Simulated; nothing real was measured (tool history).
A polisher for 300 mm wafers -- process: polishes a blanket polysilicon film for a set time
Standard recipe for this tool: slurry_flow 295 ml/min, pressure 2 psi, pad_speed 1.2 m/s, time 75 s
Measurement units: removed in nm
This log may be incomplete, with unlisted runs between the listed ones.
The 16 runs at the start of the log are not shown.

run     day  slurry_flow  pressure  pad_speed  time  incoming thickness of the incoming film, nm  removed
 17  49.883          295         2        1.2    75                                       2085.5    538.5
 18  53.608          365       2.5       1.46    99                                       2068.6   1106.6
     54.396  -- worn pad replaced by a new one
 19    56.7          190       1.6       1.52    86                                       2048.7    603.7
 20  59.929          295         2        0.8    66                                       2091.1    320.1
     60.271  -- slurry nozzle cleaned
 21  64.312          395       2.6        1.2    63                                       2092.5    635.9
 22  67.083          295         2        1.2    75                                       2069.4    568.9
 23  69.904          380         2       1.52    86                                       2048.6    842.4
 24  73.904          225         2       1.32    75                                       2073.9    610.2
     74.383  -- worn pad replaced by a new one
 25  76.067          345       2.6        1.2    90                                       2070.5    918.4
 26  78.942          255       1.6       1.38    58                                       2085.8    401.3
     79.721  -- head pressure recalibrated
 27  81.383          235         2       1.04    75                                       2036.3    452.3
     82.292  -- slurry nozzle cleaned
 28  85.333          190       1.6       1.52    86                                       2057.8    577.9
 29  87.488          335         2       1.56    49                                       2041.3    460.9
 30  91.496          380       2.5       1.42    90                                       2067.9    955.5
 31  94.292          295         2       1.62    75                                       2087.9      742
       94.7  -- worn pad replaced by a new one
 32  97.533          295         2        1.2    75                                       2070.6    541.5

Predict each of these 5 candidate next runs independently; none follows another, all start after run 32:
  A  97.55          295         2        1.2    75                                       2078.9        ?
  B  97.55          295         2       1.38    93                                       2078.9        ?
  C  97.55          350         2        1.2    75                                       2078.9        ?
  D  97.55          295       1.4       1.42    75                                       2078.9        ?
  E  97.55          295         2        1.3    75                                       2078.9        ?

run  removed
  A    529.6
  B    755.2
  C    537.8
  D    438.7
  E    573.7
The same runs, with their run-to-run variation unchanged, on a tool lacking any hidden condition would have given:
run  removed
  A    530.8
  B    756.9
  C    539.1
  D    439.7
  E      575

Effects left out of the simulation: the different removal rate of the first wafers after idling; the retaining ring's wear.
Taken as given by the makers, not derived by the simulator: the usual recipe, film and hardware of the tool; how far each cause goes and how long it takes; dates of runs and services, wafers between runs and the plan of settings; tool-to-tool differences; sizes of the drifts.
